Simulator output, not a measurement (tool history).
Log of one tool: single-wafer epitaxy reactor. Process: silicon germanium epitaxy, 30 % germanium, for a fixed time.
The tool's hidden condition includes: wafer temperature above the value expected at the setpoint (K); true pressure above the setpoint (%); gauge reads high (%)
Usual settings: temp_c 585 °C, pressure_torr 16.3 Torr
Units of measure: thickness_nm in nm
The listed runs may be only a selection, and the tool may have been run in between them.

run	hour	temp_c	pressure_torr	wafers since the last listed run	hours since the last pyrometer calibration	hours since the last manometer calibration	hours since the showerhead was replaced	hours since the gauge calibration	read-back reference wafer on the same gauge, thickness_nm	thickness_nm
1	0.0	585	16.3	0	1990.1	683.3	4289.0	582.0	45.072	41.230
2	17.7	585	18.3	242	2007.8	701.0	4306.7	599.7	45.001	42.969
3	30.1	585	18.3	169	2020.2	713.4	4319.1	612.1	45.000	42.844
4	42.4	585	16.3	168	2032.5	725.7	4331.4	624.4	44.935	41.174
# hour 57.3: gauge calibrated
5	58.2	585	16.3	216	2048.3	741.5	4347.2	0.9	45.892	41.770
6	80.8	585	17.6	309	2070.9	764.1	4369.8	23.5	45.910	43.099
7	113.7	593	16.3	450	2103.8	797.0	4402.7	56.4	45.866	49.497
8	185.1	593	16.3	976	2175.2	868.4	4474.1	127.8	45.817	49.478
9	271.1	593	16.3	1176	2261.2	954.4	4560.1	213.8	45.755	49.313
10	304.6	585	16.3	458	2294.7	987.9	4593.6	247.3	45.730	41.531
11	396.2	585	16.3	1253	2386.3	1079.5	4685.2	338.9	45.573	41.639
12	415.0	591	16.3	257	2405.1	1098.3	4704.0	357.7	45.553	47.246
13	427.7	591	16.3	173	2417.8	1111.0	4716.7	370.4	45.564	47.188
14	441.6	591	16.3	190	2431.7	1124.9	4730.6	384.3	45.517	47.244
15	465.0	585	16.3	320	2455.1	1148.3	4754.0	407.7	45.470	41.367
16	567.5	585	17.9	1402	2557.6	1250.8	4856.5	510.2	45.260	42.830
17	595.6	585	16.3	384	2585.7	1278.9	4884.6	538.3	45.163	41.473
18	619.1	585	16.3	321	2609.2	1302.4	4908.1	561.8	45.135	41.264
# hour 641.8: showerhead replaced
# hour 647.8: pyrometer calibrated
# hour 648.7: capacitance manometer re-zeroed and calibrated
# hour 688.7: gauge calibrated
19	689.5	585	16.3	758	41.7	40.8	47.7	0.8	45.771	41.914
20	772.4	575	17.8	1134	124.6	123.7	130.6	83.7	45.758	34.800
21	787.1	585	16.3	201	139.3	138.4	145.3	98.4	45.776	41.687
22	809.3	581	13.8	303	161.5	160.6	167.5	120.6	45.717	35.819
23	900.1	590	18.3	1242	252.3	251.4	258.3	211.4	45.708	48.612
24	919.2	592	17.4	261	271.4	270.5	277.4	230.5	45.665	49.831
25	934.7	585	18.1	212	286.9	286.0	292.9	246.0	45.681	43.234
26	966.4	581	15.1	433	318.6	317.7	324.6	277.7	45.604	36.955
27	990.0	585	18.3	322	342.2	341.3	348.2	301.3	45.580	43.786
28	1005.9	580	13.2	217	358.1	357.2	364.1	317.2	45.573	34.206
29	1018.5	578	13.8	172	370.7	369.8	376.7	329.8	45.529	33.263
30	1043.5	574	13.7	342	395.7	394.8	401.7	354.8	45.505	30.269

5 options for the next run, each taken on its own from the tool as it stands now. Forecast them:
A	1043.9	585	16.3	5	396.1	395.2	402.1	355.2	?	?
B	1043.9	593	13.5	5	396.1	395.2	402.1	355.2	?	?
C	1043.9	598	13.1	5	396.1	395.2	402.1	355.2	?	?
D	1043.9	573	14.7	5	396.1	395.2	402.1	355.2	?	?
E	1043.9	570	16.3	5	396.1	395.2	402.1	355.2	?	?

run	read-back reference wafer on the same gauge, thickness_nm	thickness_nm
A	45.496	41.557
B	45.496	45.573
C	45.496	49.979
D	45.496	30.609
E	45.496	29.878
What these runs would have given with no unlogged condition in the tool:
run	thickness_nm
A	41.838
B	45.881
C	50.317
D	30.815
E	30.080

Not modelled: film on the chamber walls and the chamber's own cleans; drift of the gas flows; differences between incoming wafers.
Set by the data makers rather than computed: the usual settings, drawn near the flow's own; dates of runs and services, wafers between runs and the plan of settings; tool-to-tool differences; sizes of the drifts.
